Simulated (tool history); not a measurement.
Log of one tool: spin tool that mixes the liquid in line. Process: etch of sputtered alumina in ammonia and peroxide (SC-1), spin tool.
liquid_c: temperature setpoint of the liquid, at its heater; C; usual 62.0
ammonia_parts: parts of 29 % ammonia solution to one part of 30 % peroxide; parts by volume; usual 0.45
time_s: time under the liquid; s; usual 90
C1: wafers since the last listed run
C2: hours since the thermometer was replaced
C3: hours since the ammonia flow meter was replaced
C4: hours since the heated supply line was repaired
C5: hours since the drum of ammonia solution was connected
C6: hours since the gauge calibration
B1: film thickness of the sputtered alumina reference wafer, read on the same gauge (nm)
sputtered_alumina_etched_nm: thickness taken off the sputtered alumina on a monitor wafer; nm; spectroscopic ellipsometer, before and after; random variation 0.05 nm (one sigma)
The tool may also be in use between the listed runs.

Run 1, day 0.000: usual settings; C1 0; C2 901.9; C3 236.7; C4 1940.7; C5 54.3; C6 1135.6; B1 150.00. Result: sputtered_alumina_etched_nm 11.56 nm.
At day 2.596: gauge calibrated.
Run 2, day 2.917: usual settings; C1 697; C2 971.9; C3 306.7; C4 2010.7; C5 124.3; C6 7.7; B1 150.01. Result: sputtered_alumina_etched_nm 11.57 nm.
Run 3, day 4.188: usual settings but ammonia_parts 0.35 parts by volume; C1 303; C2 1002.4; C3 337.2; C4 2041.2; C5 154.8; C6 38.2; B1 150.04. Result: sputtered_alumina_etched_nm 11.30 nm.
Run 4, day 5.342: usual settings but ammonia_parts 0.35 parts by volume; C1 276; C2 1030.1; C3 364.9; C4 2068.9; C5 182.5; C6 65.9; B1 149.98. Result: sputtered_alumina_etched_nm 11.20 nm.
At day 6.321: thermometer replaced.
Run 5, day 6.596: usual settings but liquid_c 69.0 C; C1 290; C2 6.6; C3 395.0; C4 2099.0; C5 212.6; C6 96.0; B1 150.01. Result: sputtered_alumina_etched_nm 16.21 nm.
At day 8.812: ammonia flow meter replaced.
Run 6, day 9.562: usual settings but liquid_c 69.0 C; C1 699; C2 77.8; C3 18.0; C4 2170.2; C5 283.8; C6 167.2; B1 150.00. Result: sputtered_alumina_etched_nm 16.25 nm.
Run 7, day 12.383: usual settings but time_s 115 s; C1 674; C2 145.5; C3 85.7; C4 2237.9; C5 351.5; C6 234.9; B1 150.01. Result: sputtered_alumina_etched_nm 14.54 nm.
Run 8, day 13.683: usual settings but ammonia_parts 0.55 parts by volume, time_s 45 s; C1 310; C2 176.7; C3 116.9; C4 2269.1; C5 382.7; C6 266.1; B1 150.02. Result: sputtered_alumina_etched_nm 5.84 nm.
At day 14.012: new drum of ammonia solution connected.
Run 9, day 14.733: usual settings; C1 241; C2 201.9; C3 142.1; C4 2294.3; C5 17.3; C6 291.3; B1 150.02. Result: sputtered_alumina_etched_nm 11.41 nm.
Run 10, day 17.588: usual settings; C1 682; C2 270.4; C3 210.6; C4 2362.8; C5 85.8; C6 359.8; B1 149.98. Result: sputtered_alumina_etched_nm 11.38 nm.
Run 11, day 20.246: usual settings but liquid_c 68.0 C, time_s 115 s; C1 635; C2 334.2; C3 274.4; C4 2426.6; C5 149.6; C6 423.6; B1 150.02. Result: sputtered_alumina_etched_nm 19.78 nm.
At day 21.525: heated supply line repaired.
Run 12, day 22.738: usual settings; C1 586; C2 394.0; C3 334.2; C4 29.1; C5 209.4; C6 483.4; B1 149.99. Result: sputtered_alumina_etched_nm 12.42 nm.
Run 13, day 25.692: usual settings but liquid_c 64.5 C; C1 706; C2 464.9; C3 405.1; C4 100.0; C5 280.3; C6 554.3; B1 150.01. Result: sputtered_alumina_etched_nm 14.08 nm.
Run 14, day 26.692: usual settings but liquid_c 70.0 C; C1 239; C2 488.9; C3 429.1; C4 124.0; C5 304.3; C6 578.3; B1 150.04. Result: sputtered_alumina_etched_nm 18.38 nm.
At day 27.621: ammonia flow meter replaced.
Run 15, day 27.750: usual settings but liquid_c 54.5 C, ammonia_parts 0.30 parts by volume; C1 243; C2 514.3; C3 3.1; C4 149.4; C5 329.7; C6 603.7; B1 150.00. Result: sputtered_alumina_etched_nm 8.10 nm.
Run 16, day 28.962: usual settings; C1 290; C2 543.4; C3 32.2; C4 178.5; C5 358.8; C6 632.8; B1 150.00. Result: sputtered_alumina_etched_nm 12.24 nm.
Run 17, day 30.758: usual settings but liquid_c 65.5 C, time_s 45 s; C1 429; C2 586.5; C3 75.3; C4 221.6; C5 401.9; C6 675.9; B1 149.99. Result: sputtered_alumina_etched_nm 7.33 nm.

The next listed run, before its measurement:
At day 31.688: new drum of ammonia solution connected.
Run 18, day 32.879: usual settings but liquid_c 68.5 C; C1 497; C2 637.4; C3 126.2; C4 272.5; C5 28.6; C6 726.8; B1 ?. Result: sputtered_alumina_etched_nm ?.

Run 18 gave B1 149.98, sputtered_alumina_etched_nm 17.00 nm.
Without the tool's hidden state the same run would have given sputtered_alumina_etched_nm 17.14 nm.
